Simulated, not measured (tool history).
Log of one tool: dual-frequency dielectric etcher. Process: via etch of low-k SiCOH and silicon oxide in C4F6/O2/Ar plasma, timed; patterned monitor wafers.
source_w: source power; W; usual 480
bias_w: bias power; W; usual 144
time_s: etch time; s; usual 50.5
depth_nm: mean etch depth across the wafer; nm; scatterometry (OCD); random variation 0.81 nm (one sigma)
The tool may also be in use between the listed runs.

run	hour	source_w	bias_w	time_s	wafers since the last listed run	hours since the last wet clean	hours since the last source power generator calibration	hours since the last bias power generator calibration	hours since the last upper electrode change	hours since the gauge calibration	read-back reference wafer on the same gauge, depth_nm	depth_nm
1	0.0	480	144	46.5	0	25.7	3847.4	2376.5	4225.1	252.8	123.1	121.6
2	35.5	480	144	46.5	395	61.2	3882.9	2412.0	4260.6	288.3	123.1	121.3
3	67.2	480	169	50.5	353	92.9	3914.6	2443.7	4292.3	320.0	123.0	139.1
4	207.5	480	169	50.5	1563	233.2	4054.9	2584.0	4432.6	460.3	123.3	136.7
5	238.6	480	144	50.5	346	264.3	4086.0	2615.1	4463.7	491.4	123.1	130.3
6	278.8	480	144	50.5	448	304.5	4126.2	2655.3	4503.9	531.6	123.2	129.3
7	344.8	480	144	50.5	735	370.5	4192.2	2721.3	4569.9	597.6	123.2	128.2
# hour 393.3: source power generator calibrated
8	394.2	480	144	50.5	506	419.9	0.9	2770.7	4619.3	647.0	123.2	129.4
# hour 441.2: upper electrode replaced
9	459.7	480	144	50.5	462	485.4	66.4	2836.2	18.5	712.5	122.9	127.0
10	490.2	450	144	50.5	339	515.9	96.9	2866.7	49.0	743.0	122.9	123.4
11	530.6	480	144	55.5	450	556.3	137.3	2907.1	89.4	783.4	123.1	137.6
# hour 573.0: wet clean of the chamber
# hour 589.8: bias power generator calibrated
# hour 662.1: gauge calibrated
12	682.1	520	144	62.5	1376	109.1	288.8	92.3	240.9	20.0	123.1	170.5
13	751.2	590	172	39.0	770	178.2	357.9	161.4	310.0	89.1	123.0	117.5
14	822.0	580	176	46.5	789	249.0	428.7	232.2	380.8	159.9	123.0	138.6
15	870.6	590	172	39.0	541	297.6	477.3	280.8	429.4	208.5	123.1	115.5
16	903.7	480	144	50.5	368	330.7	510.4	313.9	462.5	241.6	123.0	128.5
17	965.5	480	154	63.5	688	392.5	572.2	375.7	524.3	303.4	123.0	166.6
18	1011.9	380	170	65.5	517	438.9	618.6	422.1	570.7	349.8	123.0	159.9

Forecast each of these 3 alternatives for the next run:
A	1012.3	480	144	42.0	4	439.3	619.0	422.5	571.1	350.2	?	?
B	1012.3	480	118	50.5	4	439.3	619.0	422.5	571.1	350.2	?	?
C	1012.3	580	119	42.0	4	439.3	619.0	422.5	571.1	350.2	?	?

run	read-back reference wafer on the same gauge, depth_nm	depth_nm
A	123.1	106.8
B	123.1	119.4
C	123.1	107.7
Without the tool's hidden state the same runs would have given:
run	depth_nm
A	111.6
B	124.7
C	112.4
